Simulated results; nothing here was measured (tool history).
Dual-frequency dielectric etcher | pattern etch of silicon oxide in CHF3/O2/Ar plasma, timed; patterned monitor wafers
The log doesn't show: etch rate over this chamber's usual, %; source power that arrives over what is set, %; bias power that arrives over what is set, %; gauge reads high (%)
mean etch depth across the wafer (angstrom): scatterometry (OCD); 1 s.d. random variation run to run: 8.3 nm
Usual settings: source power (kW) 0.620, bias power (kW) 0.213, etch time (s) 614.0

run	hour	source power (kW)	bias power (kW)	etch time (s)	wafers since the last listed run	hours since the last wet clean	hours since the last source power generator calibration	hours since the last bias power generator calibration	hours since the last upper electrode change	hours since the gauge calibration	read-back reference wafer on the same gauge, depth_nm	mean etch depth across the wafer (angstrom)
1	0.0	0.620	0.213	614.0	0	306.7	1003.9	2886.8	2510.1	933.0	1382.1	12428
2	44.4	0.620	0.213	614.0	123	351.1	1048.3	2931.2	2554.5	977.4	1380.8	12492
3	159.6	0.620	0.213	614.0	321	466.3	1163.5	3046.4	2669.7	1092.6	1381.0	12393
# hour 193.1: wet clean of the chamber
4	213.6	0.620	0.213	614.0	83	20.5	1217.5	3100.4	2723.7	1146.6	1380.8	12440
5	264.9	0.620	0.213	614.0	142	71.8	1268.8	3151.7	2775.0	1197.9	1378.4	12543
6	319.0	0.620	0.213	534.5	150	125.9	1322.9	3205.8	2829.1	1252.0	1378.4	10930
7	384.5	0.620	0.213	534.5	182	191.4	1388.4	3271.3	2894.6	1317.5	1378.4	11057
# hour 426.9: bias power generator calibrated
8	450.4	0.540	0.213	614.0	172	257.3	1454.3	23.5	2960.5	1383.4	1380.8	11903
9	481.8	0.540	0.213	614.0	87	288.7	1485.7	54.9	2991.9	1414.8	1379.1	11804
10	549.3	0.620	0.183	614.0	188	356.2	1553.2	122.4	3059.4	1482.3	1383.2	11670
11	576.9	0.620	0.213	614.0	76	383.8	1580.8	150.0	3087.0	1509.9	1379.8	12693
12	639.1	0.620	0.213	614.0	173	446.0	1643.0	212.2	3149.2	1572.1	1381.5	12457
# hour 664.4: wet clean of the chamber
13	667.3	0.460	0.213	614.0	11	2.9	1671.2	240.4	3177.4	1600.3	1380.4	11031
14	736.8	0.620	0.213	614.0	193	72.4	1740.7	309.9	3246.9	1669.8	1379.3	12416
15	786.7	0.620	0.213	614.0	139	122.3	1790.6	359.8	3296.8	1719.7	1381.7	12530
16	847.0	0.620	0.213	614.0	168	182.6	1850.9	420.1	3357.1	1780.0	1378.7	12594
# hour 856.8: source power generator calibrated
17	885.7	0.620	0.213	668.5	96	221.3	28.9	458.8	3395.8	1818.7	1377.7	13602
18	946.2	0.620	0.213	614.0	168	281.8	89.4	519.3	3456.3	1879.2	1375.3	12515
# hour 988.2: gauge calibrated
19	1012.2	0.770	0.169	709.0	183	347.8	155.4	585.3	3522.3	24.0	1379.1	14209
20	1061.9	0.530	0.243	436.0	138	397.5	205.1	635.0	3572.0	73.7	1377.2	8836
# hour 1099.0: upper electrode replaced
21	1099.5	0.620	0.213	614.0	37	435.1	242.7	672.6	0.5	111.3	1379.5	12473
# hour 1152.6: wet clean of the chamber
22	1153.1	0.620	0.213	614.0	82	0.5	296.3	726.2	54.1	164.9	1379.9	12521
23	1194.9	0.620	0.181	729.0	116	42.3	338.1	768.0	95.9	206.7	1383.4	13806
24	1227.2	0.710	0.181	725.0	90	74.6	370.4	800.3	128.2	239.0	1379.2	14634
25	1256.2	0.620	0.167	702.5	80	103.6	399.4	829.3	157.2	268.0	1378.7	12832
26	1313.4	0.490	0.213	614.0	159	160.8	456.6	886.5	214.4	325.2	1381.1	11438
27	1486.5	0.530	0.229	530.5	482	333.9	629.7	1059.6	387.5	498.3	1379.1	10468
28	1549.8	0.620	0.213	716.0	176	397.2	693.0	1122.9	450.8	561.6	1379.6	14767
# hour 1583.0: wet clean of the chamber
29	1615.5	0.680	0.174	699.5	116	32.5	758.7	1188.6	516.5	627.3	1379.4	13628
30	1683.4	0.570	0.172	614.0	189	100.4	826.6	1256.5	584.4	695.2	1381.2	10885

3 options for the next run, each taken on its own from the tool as it stands now. Forecast them:
A	1684.0	0.620	0.213	614.0	1	101.0	827.2	1257.1	585.0	695.8	?	?
B	1684.0	0.620	0.213	685.5	1	101.0	827.2	1257.1	585.0	695.8	?	?
C	1684.0	0.530	0.161	614.0	1	101.0	827.2	1257.1	585.0	695.8	?	?

run	read-back reference wafer on the same gauge, depth_nm	mean etch depth across the wafer (angstrom)
A	1380.8	12647
B	1380.8	14119
C	1380.8	10304
The same runs, with their run-to-run variation unchanged, on a tool lacking any hidden condition would have given:
run	mean etch depth across the wafer (angstrom)
A	12647
B	14119
C	10304
